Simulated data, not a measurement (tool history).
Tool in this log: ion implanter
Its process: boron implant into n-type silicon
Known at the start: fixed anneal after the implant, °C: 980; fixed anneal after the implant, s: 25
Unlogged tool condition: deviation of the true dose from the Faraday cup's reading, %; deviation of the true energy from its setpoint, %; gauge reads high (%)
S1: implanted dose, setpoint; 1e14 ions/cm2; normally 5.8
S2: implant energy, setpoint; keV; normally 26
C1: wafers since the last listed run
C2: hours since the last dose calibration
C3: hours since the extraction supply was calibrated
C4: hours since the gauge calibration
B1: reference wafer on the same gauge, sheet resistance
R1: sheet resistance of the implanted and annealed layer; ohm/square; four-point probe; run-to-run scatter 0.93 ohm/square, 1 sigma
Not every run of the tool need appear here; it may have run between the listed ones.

Run 1, hour 0: usual settings; C1 0; C2 1107.7; C3 2476.8; C4 293.5; B1 246.15. Result: R1 220.28 ohm/square.
Run 2, hour 40.3: usual settings; C1 988; C2 1148; C3 2517.1; C4 333.8; B1 246.26. Result: R1 218.55 ohm/square.
Run 3, hour 68.5: usual settings but S1 4.88 1e14 ions/cm2; C1 691; C2 1176.2; C3 2545.3; C4 362; B1 245.75. Result: R1 249.48 ohm/square.
Run 4, hour 114: usual settings but S1 4.88 1e14 ions/cm2; C1 1115; C2 1221.7; C3 2590.8; C4 407.5; B1 245.93. Result: R1 252.71 ohm/square.
Run 5, hour 180.7: usual settings; C1 1635; C2 1288.4; C3 2657.5; C4 474.2; B1 246.09. Result: R1 216.89 ohm/square.
Run 6, hour 222.7: usual settings; C1 1030; C2 1330.4; C3 2699.5; C4 516.2; B1 245.94. Result: R1 219.16 ohm/square.
Run 7, hour 278.6: usual settings; C1 1370; C2 1386.3; C3 2755.4; C4 572.1; B1 245.93. Result: R1 217.34 ohm/square.
Run 8, hour 302.7: usual settings but S1 4.27 1e14 ions/cm2, S2 22.5 keV; C1 591; C2 1410.4; C3 2779.5; C4 596.2; B1 245.91. Result: R1 280.7 ohm/square.
Run 9, hour 331.2: usual settings; C1 698; C2 1438.9; C3 2808; C4 624.7; B1 245.73. Result: R1 218.45 ohm/square.
At hour 363.3: Faraday cup replaced and dose calibrated.
Run 10, hour 366.3: usual settings but S2 33.5 keV; C1 664; C2 3; C3 2843.1; C4 659.8; B1 245.62. Result: R1 216.48 ohm/square.
At hour 386.4: gauge calibrated.
At hour 402.6: extraction supply calibrated.
Run 11, hour 422.3: usual settings but S1 4.63 1e14 ions/cm2, S2 32 keV; C1 1177; C2 59; C3 19.7; C4 35.9; B1 245.79. Result: R1 259.84 ohm/square.
Run 12, hour 463.2: usual settings; C1 1003; C2 99.9; C3 60.6; C4 76.8; B1 245.92. Result: R1 219.89 ohm/square.
Run 13, hour 488.3: usual settings; C1 615; C2 125; C3 85.7; C4 101.9; B1 245.85. Result: R1 218.22 ohm/square.
Run 14, hour 654.3: usual settings but S1 6.41 1e14 ions/cm2, S2 19.5 keV; C1 4071; C2 291; C3 251.7; C4 267.9; B1 246.09. Result: R1 204.91 ohm/square.

Forecast each of these 3 alternatives for the next run:
Run A, hour 654.7: usual settings but S1 4.33 1e14 ions/cm2; C1 9; C2 291.4; C3 252.1; C4 268.3; B1 ?. Result: R1 ?.
Run B, hour 654.7: usual settings but S2 22.5 keV; C1 9; C2 291.4; C3 252.1; C4 268.3; B1 ?. Result: R1 ?.
Run C, hour 654.7: usual settings but S1 4.14 1e14 ions/cm2, S2 30.5 keV; C1 9; C2 291.4; C3 252.1; C4 268.3; B1 ?. Result: R1 ?.

run     B1      R1
  A  245.9  275.66
  B  245.9  220.38
  C  245.9  282.29
Without the tool's unlogged condition, the same runs would have read:
run      R1
  A  275.66
  B  220.38
  C  282.29
